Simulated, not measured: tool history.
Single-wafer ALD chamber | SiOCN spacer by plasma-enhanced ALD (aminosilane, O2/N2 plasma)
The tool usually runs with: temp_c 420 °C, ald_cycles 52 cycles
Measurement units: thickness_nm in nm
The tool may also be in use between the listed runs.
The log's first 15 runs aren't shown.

run    hour  temp_c  ald_cycles  wafers since the last listed run  hours since the last thermocouple change  hours since the gauge calibration  read-back reference wafer on the same gauge, thickness_nm  thickness_nm
 16   813.6     429          52                               147                                    2084.5                             2247.9                                                      2.527         2.948
      834.7  -- gauge calibrated
 17   857.5     429          52                               191                                    2128.4                               22.8                                                      2.529         2.946
 18   896.8     420          52                               171                                    2167.7                               62.1                                                      2.529         3.032
      945.2  -- thermocouple changed; heater temperature recalibrated
 19     953     420          52                               210                                       7.8                              118.3                                                       2.53         2.954
 20  1021.2     420          54                               297                                        76                              186.5                                                      2.532         3.081
 21  1082.4     420          54                               267                                     137.2                              247.7                                                      2.531         3.085
 22  1125.8     420          52                               189                                     180.6                              291.1                                                       2.53         2.954
 23  1181.6     420          52                               243                                     236.4                              346.9                                                      2.532         2.967
 24  1216.7     415          48                               153                                     271.5                                382                                                      2.531          2.78
 25  1269.5     420          52                               230                                     324.3                              434.8                                                      2.531         2.962
 26  1303.9     430          42                               150                                     358.7                              469.2                                                       2.53         2.314
 27  1370.3     429          48                               290                                     425.1                              535.6                                                       2.53         2.666
 28  1440.9     420          52                               308                                     495.7                              606.2                                                       2.53         2.971
 29  1487.9     412          57                               205                                     542.7                              653.2                                                      2.531         3.331
 30  1525.9     414          52                               166                                     580.7                              691.2                                                       2.53         3.024

Run 31 is up next; what results do you expect?
 31  1560.7     407          52                               152                                     615.5                                726                                                          ?             ?

read-back reference wafer on the same gauge, thickness_nm: 2.53
thickness_nm: 3.071 nm
Minus the tool's unlogged condition, the same run would have read thickness_nm 3.071 nm.

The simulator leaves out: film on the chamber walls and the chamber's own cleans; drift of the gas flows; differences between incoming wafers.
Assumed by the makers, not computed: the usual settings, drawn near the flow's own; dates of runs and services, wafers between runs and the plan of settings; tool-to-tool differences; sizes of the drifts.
